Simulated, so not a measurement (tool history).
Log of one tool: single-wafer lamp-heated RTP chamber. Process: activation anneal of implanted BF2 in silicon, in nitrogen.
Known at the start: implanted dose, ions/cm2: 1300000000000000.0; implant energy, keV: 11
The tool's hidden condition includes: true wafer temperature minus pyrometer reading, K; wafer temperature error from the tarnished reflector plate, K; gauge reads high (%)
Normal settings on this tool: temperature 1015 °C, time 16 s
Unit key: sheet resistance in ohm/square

| run | day | temperature | time | wafers since the last listed run | wafers since the last pyrometer calibration | wafers since the reflector plate was cleaned | hours since the gauge calibration | read-back reference wafer on the same gauge, sheet resistance | sheet resistance |
|---|---|---|---|---|---|---|---|---|---|
| 1 | 0 | 1015 | 22 | 0 | 2647 | 6360 | 181.8 | 172.93 | 182.98 |
| 2 | 1.429 | 1015 | 22 | 339 | 2987 | 6700 | 216.1 | 173.1 | 181.82 |
| 3 | 2.438 | 1015 | 12 | 239 | 3226 | 6940 | 240.3 | 173.09 | 215.5 |
| 4 | 3.921 | 1015 | 12 | 352 | 3579 | 7292 | 275.9 | 172.96 | 215.34 |
| 5 | 4.629 | 1015 | 12 | 168 | 3748 | 7461 | 292.9 | 173.26 | 215.54 |
| 6 | 5.742 | 1015 | 16 | 264 | 4012 | 7725 | 319.6 | 172.82 | 199.45 |
|  | 6.575 | gauge calibrated |
|  | 6.938 | reflector plate cleaned |
| 7 | 6.958 | 1015 | 9 | 209 | 4222 | 4 | 9.2 | 173.09 | 223.9 |
| 8 | 8.1 | 1015 | 16 | 271 | 4493 | 275 | 36.6 | 173.1 | 190.55 |
| 9 | 8.967 | 992 | 25 | 206 | 4699 | 481 | 57.4 | 173.17 | 212.54 |
|  | 10.846 | reflector plate cleaned, repeated, since the last time left the tool worse |
|  | 10.908 | pyrometer window cleaned and pyrometer calibrated |
| 10 | 12.179 | 1042 | 22 | 669 | 302 | 302 | 134.5 | 172.86 | 157.79 |
| 11 | 12.746 | 1043 | 25 | 134 | 436 | 436 | 148.1 | 172.98 | 152.42 |
| 12 | 13.25 | 1038 | 10 | 119 | 556 | 556 | 160.2 | 173.19 | 188.66 |
| 13 | 14.592 | 1003 | 16 | 318 | 875 | 875 | 192.4 | 173 | 232.32 |
| 14 | 15.95 | 1015 | 16 | 322 | 1198 | 1198 | 225 | 173.04 | 204.69 |

Run-by-run hidden state of the tool:
true wafer temperature minus pyrometer reading, K: 0 at every run
gauge reads high (%): 0 at every run
H1: wafer temperature error from the tarnished reflector plate, K
| run | H1 |
|---|---|
| 1 | 5.44 |
| 2 | 5.51 |
| 3 | 5.56 |
| 4 | 5.62 |
| 5 | 5.65 |
| 6 | 5.69 |
| 7 | 8.93 |
| 8 | 9.41 |
| 9 | 9.75 |
| 10 | 0.619 |
| 11 | 0.838 |
| 12 | 1.02 |
| 13 | 1.49 |
| 14 | 1.91 |
